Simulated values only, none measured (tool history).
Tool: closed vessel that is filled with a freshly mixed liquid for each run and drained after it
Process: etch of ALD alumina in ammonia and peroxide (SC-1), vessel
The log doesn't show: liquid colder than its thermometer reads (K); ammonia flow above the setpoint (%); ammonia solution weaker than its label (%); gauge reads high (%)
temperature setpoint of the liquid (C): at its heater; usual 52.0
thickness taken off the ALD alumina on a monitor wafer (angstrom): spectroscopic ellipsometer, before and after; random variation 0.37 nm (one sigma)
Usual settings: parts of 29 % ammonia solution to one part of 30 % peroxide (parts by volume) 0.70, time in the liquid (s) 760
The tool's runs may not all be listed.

run     day  temperature setpoint of the liquid (C)  parts of 29 % ammonia solution to one part of 30 % peroxide (parts by volume)  time in the liquid (s)  wafers since the last listed run  hours since the thermometer was replaced  hours since the ammonia flow meter was replaced  hours since the drum of ammonia solution was connected  hours since the gauge calibration  read-back film thickness of the ALD alumina reference wafer, read on the same gauge (nm)  thickness taken off the ALD alumina on a monitor wafer (angstrom)
  1   0.000                                    52.0                                                                           0.70                     760                                 0                                     388.1                                           1979.0                                                   921.4                              225.9                                                                                     99.98                                                              503.4
      0.754  -- gauge calibrated
  2   1.258                                    52.0                                                                           0.70                     760                              1235                                     418.3                                           2009.2                                                   951.6                               12.1                                                                                     99.98                                                              495.1
  3   2.075                                    52.0                                                                           0.70                     760                               801                                     437.9                                           2028.8                                                   971.2                               31.7                                                                                    100.01                                                              496.2
  4   3.338                                    52.0                                                                           0.70                     760                              1239                                     468.2                                           2059.1                                                  1001.5                               62.0                                                                                    100.00                                                              495.0
  5   4.200                                    52.0                                                                           0.70                     760                               846                                     488.9                                           2079.8                                                  1022.2                               82.7                                                                                    100.01                                                              489.9
  6   4.946                                    52.0                                                                           0.70                     760                               732                                     506.8                                           2097.7                                                  1040.1                              100.6                                                                                    100.00                                                              492.7
      5.862  -- ammonia flow meter replaced
      6.796  -- new drum of ammonia solution connected
      7.421  -- thermometer replaced
  7   7.438                                    52.0                                                                           0.70                     760                              2322                                       0.4                                             37.8                                                    15.4                              160.4                                                                                     99.96                                                              541.7
      9.688  -- gauge calibrated
  8   9.896                                    52.0                                                                           0.70                     760                              2412                                      59.4                                             96.8                                                    74.4                                5.0                                                                                     99.99                                                              541.1
  9  11.283                                    59.0                                                                           1.00                     415                              1361                                      92.7                                            130.1                                                   107.7                               38.3                                                                                     99.97                                                              436.3
 10  11.804                                    48.5                                                                           0.60                     760                               511                                     105.2                                            142.6                                                   120.2                               50.8                                                                                    100.00                                                              431.3
 11  13.104                                    42.5                                                                           0.70                     525                              1275                                     136.4                                            173.8                                                   151.4                               82.0                                                                                    100.03                                                              213.7
 12  13.762                                    52.0                                                                           0.95                     760                               646                                     152.2                                            189.6                                                   167.2                               97.8                                                                                    100.02                                                              547.3
 13  15.171                                    48.0                                                                           0.95                     985                              1382                                     186.0                                            223.4                                                   201.0                              131.6                                                                                     99.99                                                              558.9
 14  15.804                                    60.5                                                                           0.70                    1180                               621                                     201.2                                            238.6                                                   216.2                              146.8                                                                                     99.97                                                             1250.3

5 ways to go on from here, each from the tool as it stands after run 14. What would each give?
  A  15.842                                    60.0                                                                           0.70                     760                                36                                     202.1                                            239.5                                                   217.1                              147.7                                                                                         ?                                                                  ?
  B  15.842                                    47.5                                                                           0.70                     760                                36                                     202.1                                            239.5                                                   217.1                              147.7                                                                                         ?                                                                  ?
  C  15.842                                    55.5                                                                           0.45                     760                                36                                     202.1                                            239.5                                                   217.1                              147.7                                                                                         ?                                                                  ?
  D  15.842                                    48.0                                                                           0.90                     760                                36                                     202.1                                            239.5                                                   217.1                              147.7                                                                                         ?                                                                  ?
  E  15.842                                    59.5                                                                           0.70                    1040                                36                                     202.1                                            239.5                                                   217.1                              147.7                                                                                         ?                                                                  ?

run  read-back film thickness of the ALD alumina reference wafer, read on the same gauge (nm)  thickness taken off the ALD alumina on a monitor wafer (angstrom)
  A                                                                                     99.96                                                              801.9
  B                                                                                     99.96                                                              409.0
  C                                                                                     99.96                                                              607.6
  D                                                                                     99.96                                                              430.9
  E                                                                                     99.96                                                             1069.4
Without the tool's hidden state the same runs would have given:
run  thickness taken off the ALD alumina on a monitor wafer (angstrom)
  A                                                              831.8
  B                                                              425.7
  C                                                              630.9
  D                                                              448.3
  E                                                             1109.3
